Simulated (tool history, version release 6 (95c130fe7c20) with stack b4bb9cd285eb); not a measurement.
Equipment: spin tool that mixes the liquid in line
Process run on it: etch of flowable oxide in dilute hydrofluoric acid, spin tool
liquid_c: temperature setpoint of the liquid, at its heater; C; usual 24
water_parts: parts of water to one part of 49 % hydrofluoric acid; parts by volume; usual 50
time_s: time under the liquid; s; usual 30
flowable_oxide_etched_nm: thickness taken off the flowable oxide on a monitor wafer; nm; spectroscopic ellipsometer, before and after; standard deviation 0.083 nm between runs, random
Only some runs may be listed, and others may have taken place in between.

run   hour  liquid_c  water_parts  time_s  read-back film thickness of the flowable oxide reference wafer, read on the same gauge (nm)  flowable_oxide_etched_nm
  1      0      20.5           50      40                                                                                        70.04                     29.35
  2   69.3        24           50      30                                                                                        69.97                     25.76
  3  125.1        24           50      30                                                                                        69.97                     25.77
  4  194.7        24           50      30                                                                                        70.02                     25.66
     238.1  -- gauge calibrated
  5  270.8        24           50      30                                                                                           70                     25.57
  6  304.2        24           50      30                                                                                        69.98                     25.85
  7  362.2      27.5           50      35                                                                                        70.01                     34.43
  8  424.6      27.5           50      35                                                                                           70                     34.71
  9  459.3        24           30      30                                                                                        70.02                     44.09
     471.2  -- hydrofluoric acid flow meter replaced
 10  486.8        24           50      30                                                                                        69.99                     25.07
 11  536.2      27.5           25      15                                                                                        69.98                     29.79

Run 12 has not been measured yet. What should we expect?
 12  600.3        24           30      30                                                                                            ?                         ?

{"run 12": {"read-back film thickness of the flowable oxide reference wafer, read on the same gauge (nm)": 70, "flowable_oxide_etched_nm": 43.09}}
Take away the tool's hidden state, keep the run-to-run variation as it was, and the same run would have given flowable_oxide_etched_nm 42.79 nm.
